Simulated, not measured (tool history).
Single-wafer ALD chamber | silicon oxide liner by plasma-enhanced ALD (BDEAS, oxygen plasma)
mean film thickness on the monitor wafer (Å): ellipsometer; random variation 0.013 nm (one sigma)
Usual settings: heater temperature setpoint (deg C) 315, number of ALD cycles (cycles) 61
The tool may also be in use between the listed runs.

| run | hour | heater temperature setpoint (deg C) | number of ALD cycles (cycles) | wafers since the last listed run | hours since the last thermocouple change | hours since the gauge calibration | read-back reference wafer on the same gauge, thickness_nm | mean film thickness on the monitor wafer (Å) |
|---|---|---|---|---|---|---|---|---|
| 1 | 0 | 315 | 61 | 0 | 1830.5 | 94.4 | 5.33 | 51.49 |
| 2 | 44.7 | 315 | 61 | 360 | 1875.2 | 139.1 | 5.329 | 51.19 |
| 3 | 56.4 | 315 | 61 | 94 | 1886.9 | 150.8 | 5.331 | 51.23 |
| 4 | 68.8 | 315 | 64 | 100 | 1899.3 | 163.2 | 5.327 | 53.98 |
| 5 | 78.7 | 315 | 64 | 79 | 1909.2 | 173.1 | 5.332 | 54.01 |
| 6 | 94.8 | 315 | 70 | 129 | 1925.3 | 189.2 | 5.329 | 59.07 |
| 7 | 103.1 | 315 | 61 | 67 | 1933.6 | 197.5 | 5.333 | 51.43 |
| 8 | 114.5 | 315 | 61 | 92 | 1945 | 208.9 | 5.331 | 51.2 |
| 9 | 128.1 | 315 | 61 | 109 | 1958.6 | 222.5 | 5.329 | 51.49 |
| 10 | 143.5 | 325 | 61 | 124 | 1974 | 237.9 | 5.328 | 50.64 |
| 11 | 158.2 | 315 | 69 | 118 | 1988.7 | 252.6 | 5.329 | 58.11 |
| 12 | 168.1 | 315 | 69 | 79 | 1998.6 | 262.5 | 5.328 | 58.12 |
| 13 | 185.7 | 315 | 57 | 142 | 2016.2 | 280.1 | 5.329 | 47.96 |
| 14 | 201.4 | 315 | 57 | 126 | 2031.9 | 295.8 | 5.326 | 47.97 |
| 15 | 218.8 | 315 | 57 | 140 | 2049.3 | 313.2 | 5.327 | 47.94 |
| 16 | 227.9 | 315 | 61 | 73 | 2058.4 | 322.3 | 5.33 | 51.37 |
| 17 | 243.1 | 315 | 61 | 122 | 2073.6 | 337.5 | 5.33 | 51.43 |
| 18 | 256.4 | 315 | 61 | 107 | 2086.9 | 350.8 | 5.33 | 51.32 |
| 19 | 264.2 | 307 | 61 | 62 | 2094.7 | 358.6 | 5.329 | 51.99 |
| 20 | 280.2 | 307 | 61 | 129 | 2110.7 | 374.6 | 5.329 | 51.84 |
| 21 | 290.8 | 311 | 61 | 85 | 2121.3 | 385.2 | 5.334 | 51.61 |
| 22 | 304.3 | 315 | 55 | 108 | 2134.8 | 398.7 | 5.329 | 46.24 |
| 23 | 316.3 | 315 | 61 | 96 | 2146.8 | 410.7 | 5.33 | 51.5 |
| 24 | 331.1 | 326 | 54 | 119 | 2161.6 | 425.5 | 5.329 | 44.8 |
| 25 | 350.1 | 304 | 55 | 153 | 2180.6 | 444.5 | 5.331 | 46.99 |
| 26 | 364.6 | 315 | 61 | 117 | 2195.1 | 459 | 5.328 | 51.63 |
| 27 | 377.3 | 303 | 69 | 102 | 2207.8 | 471.7 | 5.33 | 59.02 |
| 28 | 393.1 | 315 | 61 | 127 | 2223.6 | 487.5 | 5.327 | 51.52 |
| 29 | 410.5 | 315 | 61 | 140 | 2241 | 504.9 | 5.331 | 51.14 |
| 30 | 427 | 300 | 70 | 133 | 2257.5 | 521.4 | 5.329 | 60.45 |
| 31 | 444.2 | 319 | 66 | 138 | 2274.7 | 538.6 | 5.331 | 55.41 |
|  | 452.6 | thermocouple changed; heater temperature recalibrated |
| 32 | 476.3 | 315 | 61 | 194 | 23.7 | 570.7 | 5.327 | 51.28 |
| 33 | 491.3 | 323 | 70 | 121 | 38.7 | 585.7 | 5.327 | 58.24 |
|  | 497.9 | gauge calibrated |
| 34 | 508.7 | 315 | 61 | 140 | 56.1 | 10.8 | 5.331 | 51.42 |
| 35 | 524.6 | 301 | 66 | 128 | 72 | 26.7 | 5.327 | 56.69 |
| 36 | 556.3 | 325 | 53 | 255 | 103.7 | 58.4 | 5.332 | 44.15 |
| 37 | 568.5 | 315 | 61 | 98 | 115.9 | 70.6 | 5.332 | 51.35 |
| 38 | 586.4 | 315 | 61 | 144 | 133.8 | 88.5 | 5.329 | 51.4 |
| 39 | 601.8 | 300 | 67 | 124 | 149.2 | 103.9 | 5.331 | 57.37 |
| 40 | 619.6 | 315 | 58 | 143 | 167 | 121.7 | 5.329 | 48.86 |
| 41 | 628.1 | 315 | 61 | 68 | 175.5 | 130.2 | 5.33 | 51.06 |
| 42 | 638.4 | 303 | 52 | 83 | 185.8 | 140.5 | 5.329 | 44.45 |
| 43 | 648.7 | 324 | 50 | 83 | 196.1 | 150.8 | 5.33 | 41.78 |
| 44 | 658.8 | 325 | 65 | 81 | 206.2 | 160.9 | 5.328 | 53.92 |
| 45 | 665.9 | 315 | 61 | 57 | 213.3 | 168 | 5.332 | 51.35 |
| 46 | 674.5 | 321 | 57 | 69 | 221.9 | 176.6 | 5.333 | 47.6 |

Forecast each of these 5 alternatives for the next run:
| A | 675 | 315 | 61 | 4 | 222.4 | 177.1 | ? | ? |
| B | 675 | 323 | 69 | 4 | 222.4 | 177.1 | ? | ? |
| C | 675 | 306 | 69 | 4 | 222.4 | 177.1 | ? | ? |
| D | 675 | 319 | 53 | 4 | 222.4 | 177.1 | ? | ? |
| E | 675 | 319 | 70 | 4 | 222.4 | 177.1 | ? | ? |

| run | read-back reference wafer on the same gauge, thickness_nm | mean film thickness on the monitor wafer (Å) |
|---|---|---|
| A | 5.325 | 51.54 |
| B | 5.325 | 57.71 |
| C | 5.325 | 58.96 |
| D | 5.325 | 44.56 |
| E | 5.325 | 58.85 |
Without the tool's hidden state the same runs would have given:
| run | mean film thickness on the monitor wafer (Å) |
|---|---|
| A | 51.54 |
| B | 57.71 |
| C | 58.96 |
| D | 44.56 |
| E | 58.85 |
